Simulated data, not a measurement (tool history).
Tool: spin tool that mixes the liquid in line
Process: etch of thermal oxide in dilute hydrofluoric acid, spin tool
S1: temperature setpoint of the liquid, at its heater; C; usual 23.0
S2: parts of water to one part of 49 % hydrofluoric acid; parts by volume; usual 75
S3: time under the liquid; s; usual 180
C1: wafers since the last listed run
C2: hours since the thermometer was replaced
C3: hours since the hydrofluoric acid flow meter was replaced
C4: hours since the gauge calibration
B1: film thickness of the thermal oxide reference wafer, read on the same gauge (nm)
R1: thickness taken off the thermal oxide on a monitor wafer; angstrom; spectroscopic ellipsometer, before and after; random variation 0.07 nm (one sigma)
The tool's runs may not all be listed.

run,hour,S1,S2,S3,C1,C2,C3,C4,B1,R1
1,0.0,23.0,75,155,0,1911.1,743.8,171.8,60.00,110.8
2,11.2,23.0,75,155,54,1922.3,755.0,183.0,60.02,112.4
3,27.0,23.0,75,180,76,1938.1,770.8,198.8,60.03,129.0
4,40.0,23.0,75,180,63,1951.1,783.8,211.8,60.02,129.9
5,49.7,23.0,75,180,47,1960.8,793.5,221.5,60.00,130.8
6,62.0,23.0,75,180,59,1973.1,805.8,233.8,59.99,132.7
7,70.7,23.0,75,180,42,1981.8,814.5,242.5,59.97,132.0
8,86.3,23.0,75,180,75,1997.4,830.1,258.1,59.99,131.5
9,96.6,23.0,75,180,50,2007.7,840.4,268.4,60.01,131.3
10,113.2,23.0,75,180,80,2024.3,857.0,285.0,60.04,132.5
11,122.5,23.0,75,180,45,2033.6,866.3,294.3,60.04,131.7
12,128.6,23.0,75,180,29,2039.7,872.4,300.4,60.00,132.7
13,144.2,23.0,75,180,75,2055.3,888.0,316.0,60.03,132.3
# hour 152.1: gauge calibrated
14,158.0,23.0,75,180,67,2069.1,901.8,5.9,59.99,132.2
15,165.7,23.0,75,180,37,2076.8,909.5,13.6,59.99,132.7
16,175.1,23.0,105,265,45,2086.2,918.9,23.0,59.94,135.6
17,189.6,18.0,45,220,70,2100.7,933.4,37.5,59.96,225.3
18,204.8,25.5,105,180,74,2115.9,948.6,52.7,59.95,101.0
# hour 212.9: hydrofluoric acid flow meter replaced
# hour 221.9: thermometer replaced
19,225.8,26.0,35,255,92,3.9,12.9,73.7,60.00,415.9
20,234.4,23.0,75,180,41,12.5,21.5,82.3,60.00,114.6
21,243.7,27.0,105,125,45,21.8,30.8,91.6,60.02,64.9
22,256.1,27.5,75,180,60,34.2,43.2,104.0,60.00,138.5
23,271.5,23.0,75,180,74,49.6,58.6,119.4,59.95,115.8
24,280.9,25.0,100,135,45,59.0,68.0,128.8,59.99,68.8
25,287.9,23.0,75,180,34,66.0,75.0,135.8,60.03,116.1
26,301.4,23.0,75,180,65,79.5,88.5,149.3,60.04,116.1
27,315.5,23.0,75,180,68,93.6,102.6,163.4,59.96,116.9
28,323.2,24.5,45,150,37,101.3,110.3,171.1,59.96,180.7
29,330.2,27.0,40,90,34,108.3,117.3,178.1,59.95,135.0
30,341.2,21.5,45,85,53,119.3,128.3,189.1,59.98,89.4

4 ways to go on from here, each from the tool as it stands after run 30. What would each give?
A,341.7,23.0,75,180,2,119.8,128.8,189.6,?,?
B,341.7,18.5,65,140,2,119.8,128.8,189.6,?,?
C,341.7,27.5,85,110,2,119.8,128.8,189.6,?,?
D,341.7,18.5,95,90,2,119.8,128.8,189.6,?,?

run,B1,R1
A,60.01,118.2
B,60.01,88.9
C,60.01,75.3
D,60.01,37.9
Without the tool's hidden state the same runs would have given:
run,R1
A,114.4
B,86.1
C,72.8
D,36.7
